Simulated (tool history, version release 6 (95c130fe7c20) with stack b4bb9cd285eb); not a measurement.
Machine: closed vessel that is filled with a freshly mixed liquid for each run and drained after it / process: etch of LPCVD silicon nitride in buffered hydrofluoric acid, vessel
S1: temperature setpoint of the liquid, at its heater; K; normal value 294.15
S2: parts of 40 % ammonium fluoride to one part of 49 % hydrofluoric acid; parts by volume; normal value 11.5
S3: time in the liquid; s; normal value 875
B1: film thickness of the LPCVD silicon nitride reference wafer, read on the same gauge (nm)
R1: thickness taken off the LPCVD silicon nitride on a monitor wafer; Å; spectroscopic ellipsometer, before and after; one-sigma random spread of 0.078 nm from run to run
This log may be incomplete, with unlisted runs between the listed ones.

Run 1, day 0.000: usual settings but S1 290.65 K; B1 68.66. Result: R1 80.5 Å.
Run 2, day 5.900: usual settings but S2 10.0 parts by volume; B1 68.27. Result: R1 113.5 Å.
Run 3, day 7.471: usual settings but S1 297.15 K; B1 68.13. Result: R1 114.9 Å.
Run 4, day 15.796: usual settings but S1 297.15 K; B1 67.49. Result: R1 114.1 Å.
Run 5, day 18.183: usual settings but S1 297.15 K; B1 67.25. Result: R1 113.0 Å.
Run 6, day 19.196: usual settings; B1 67.13. Result: R1 95.7 Å.
Run 7, day 20.375: usual settings; B1 67.04. Result: R1 97.4 Å.
Run 8, day 22.042: usual settings; B1 66.84. Result: R1 95.9 Å.
Run 9, day 24.892: usual settings; B1 66.56. Result: R1 96.2 Å.
Run 10, day 27.275: usual settings; B1 66.32. Result: R1 96.0 Å.
Run 11, day 28.642: usual settings; B1 66.14. Result: R1 96.9 Å.
Run 12, day 30.679: usual settings; B1 65.89. Result: R1 94.0 Å.
Run 13, day 32.746: usual settings; B1 65.65. Result: R1 94.3 Å.
Run 14, day 33.771: usual settings but S3 620 s; B1 65.52. Result: R1 67.0 Å.
Run 15, day 36.496: usual settings; B1 65.16. Result: R1 94.0 Å.
Run 16, day 38.783: usual settings but S2 10.5 parts by volume; B1 64.88. Result: R1 101.7 Å.
At day 39.275: gauge calibrated.
Run 17, day 40.321: usual settings; B1 70.15. Result: R1 100.4 Å.
Run 18, day 41.967: usual settings but S1 298.15 K, S2 14.5 parts by volume, S3 555 s; B1 70.13. Result: R1 63.0 Å.
At day 42.017: thermometer replaced.
Run 19, day 44.788: usual settings but S3 1325 s; B1 70.10. Result: R1 150.3 Å.
Run 20, day 46.971: usual settings but S1 290.15 K, S2 15.5 parts by volume, S3 1075 s; B1 70.08. Result: R1 72.9 Å.
Run 21, day 49.862: usual settings but S1 297.65 K, S2 8.5 parts by volume, S3 460 s; B1 70.02. Result: R1 83.2 Å.
At day 51.229: hydrofluoric acid flow meter replaced.
Run 22, day 55.112: usual settings; B1 69.88. Result: R1 101.1 Å.
Run 23, day 57.238: usual settings but S3 700 s; B1 69.81. Result: R1 81.8 Å.
Run 24, day 59.071: usual settings; B1 69.74. Result: R1 99.9 Å.
Run 25, day 61.392: usual settings but S3 1190 s; B1 69.66. Result: R1 136.3 Å.
Run 26, day 62.671: usual settings but S1 296.15 K, S3 535 s; B1 69.57. Result: R1 69.0 Å.
Run 27, day 64.850: usual settings but S2 9.0 parts by volume; B1 69.46. Result: R1 121.8 Å.
Run 28, day 66.854: usual settings but S3 1270 s; B1 69.38. Result: R1 146.8 Å.
Run 29, day 69.450: usual settings but S2 7.5 parts by volume; B1 69.24. Result: R1 148.8 Å.

Here are 4 independent what-if runs from the current tool condition. What would each one return?
Run A, day 69.488: usual settings but S1 296.65 K; B1 ?. Result: R1 ?.
Run B, day 69.488: usual settings but S2 7.0 parts by volume; B1 ?. Result: R1 ?.
Run C, day 69.488: usual settings but S1 297.65 K, S2 9.0 parts by volume; B1 ?. Result: R1 ?.
Run D, day 69.488: usual settings but S1 290.15 K; B1 ?. Result: R1 ?.

run     B1     R1
  A  69.23  116.2
  B  69.23  162.7
  C  69.23  150.2
  D  69.23   80.8
Stripped of hidden state, with their random variation kept, the same runs would have yielded:
run     R1
  A  117.5
  B  164.5
  C  151.9
  D   81.7

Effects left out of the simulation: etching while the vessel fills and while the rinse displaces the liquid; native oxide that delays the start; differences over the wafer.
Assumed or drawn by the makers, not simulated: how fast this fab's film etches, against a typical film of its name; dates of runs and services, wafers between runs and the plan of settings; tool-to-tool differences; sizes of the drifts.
